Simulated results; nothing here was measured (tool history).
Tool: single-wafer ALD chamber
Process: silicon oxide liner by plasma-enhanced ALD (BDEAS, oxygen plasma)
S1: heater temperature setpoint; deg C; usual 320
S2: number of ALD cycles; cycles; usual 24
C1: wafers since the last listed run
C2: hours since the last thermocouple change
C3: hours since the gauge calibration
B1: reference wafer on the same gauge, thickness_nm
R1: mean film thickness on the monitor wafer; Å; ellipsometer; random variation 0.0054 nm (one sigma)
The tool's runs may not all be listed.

| run | hour | S1 | S2 | C1 | C2 | C3 | B1 | R1 |
|---|---|---|---|---|---|---|---|---|
| 1 | 0.0 | 320 | 24 | 0 | 712.7 | 101.2 | 2.213 | 21.46 |
| 2 | 45.1 | 320 | 24 | 631 | 757.8 | 146.3 | 2.213 | 21.34 |
| 3 | 60.7 | 320 | 24 | 218 | 773.4 | 161.9 | 2.210 | 21.36 |
| 4 | 72.4 | 320 | 24 | 163 | 785.1 | 173.6 | 2.210 | 21.37 |
| 5 | 84.3 | 320 | 24 | 166 | 797.0 | 185.5 | 2.208 | 21.40 |
| 6 | 91.7 | 320 | 26 | 103 | 804.4 | 192.9 | 2.211 | 23.12 |
| 7 | 108.6 | 320 | 24 | 236 | 821.3 | 209.8 | 2.208 | 21.53 |
| 8 | 117.2 | 320 | 24 | 120 | 829.9 | 218.4 | 2.212 | 21.44 |
| 9 | 129.5 | 320 | 24 | 172 | 842.2 | 230.7 | 2.211 | 21.42 |
| 10 | 138.9 | 320 | 24 | 131 | 851.6 | 240.1 | 2.210 | 21.41 |
| 11 | 156.7 | 320 | 24 | 249 | 869.4 | 257.9 | 2.210 | 21.41 |
|  | 160.2 | gauge calibrated |
| 12 | 166.2 | 320 | 24 | 133 | 878.9 | 6.0 | 2.212 | 21.45 |
| 13 | 178.9 | 334 | 20 | 177 | 891.6 | 18.7 | 2.209 | 17.41 |
| 14 | 196.8 | 308 | 20 | 250 | 909.5 | 36.6 | 2.210 | 18.23 |
| 15 | 207.0 | 334 | 27 | 142 | 919.7 | 46.8 | 2.210 | 23.44 |
|  | 224.7 | thermocouple changed; heater temperature recalibrated |
| 16 | 225.2 | 311 | 26 | 142 | 0.5 | 65.0 | 2.211 | 23.40 |
| 17 | 233.3 | 334 | 27 | 113 | 8.6 | 73.1 | 2.208 | 23.65 |
| 18 | 243.4 | 312 | 28 | 141 | 18.7 | 83.2 | 2.209 | 25.33 |
| 19 | 252.3 | 335 | 26 | 124 | 27.6 | 92.1 | 2.208 | 22.57 |
| 20 | 268.5 | 311 | 27 | 226 | 43.8 | 108.3 | 2.210 | 24.42 |
| 21 | 283.6 | 320 | 24 | 211 | 58.9 | 123.4 | 2.209 | 21.36 |
| 22 | 325.4 | 320 | 24 | 585 | 100.7 | 165.2 | 2.211 | 21.38 |
| 23 | 336.3 | 331 | 24 | 152 | 111.6 | 176.1 | 2.211 | 21.03 |
| 24 | 346.0 | 320 | 24 | 135 | 121.3 | 185.8 | 2.209 | 21.39 |
| 25 | 359.5 | 307 | 26 | 189 | 134.8 | 199.3 | 2.211 | 23.72 |

4 ways to go on from here, each from the tool as it stands after run 25. What would each give?
| A | 359.9 | 320 | 24 | 5 | 135.2 | 199.7 | ? | ? |
| B | 359.9 | 328 | 24 | 5 | 135.2 | 199.7 | ? | ? |
| C | 359.9 | 328 | 21 | 5 | 135.2 | 199.7 | ? | ? |
| D | 359.9 | 313 | 19 | 5 | 135.2 | 199.7 | ? | ? |

| run | B1 | R1 |
|---|---|---|
| A | 2.210 | 21.34 |
| B | 2.210 | 21.06 |
| C | 2.210 | 18.42 |
| D | 2.210 | 17.08 |
Without the tool's hidden state the same runs would have given:
| run | R1 |
|---|---|
| A | 21.34 |
| B | 21.06 |
| C | 18.42 |
| D | 17.08 |

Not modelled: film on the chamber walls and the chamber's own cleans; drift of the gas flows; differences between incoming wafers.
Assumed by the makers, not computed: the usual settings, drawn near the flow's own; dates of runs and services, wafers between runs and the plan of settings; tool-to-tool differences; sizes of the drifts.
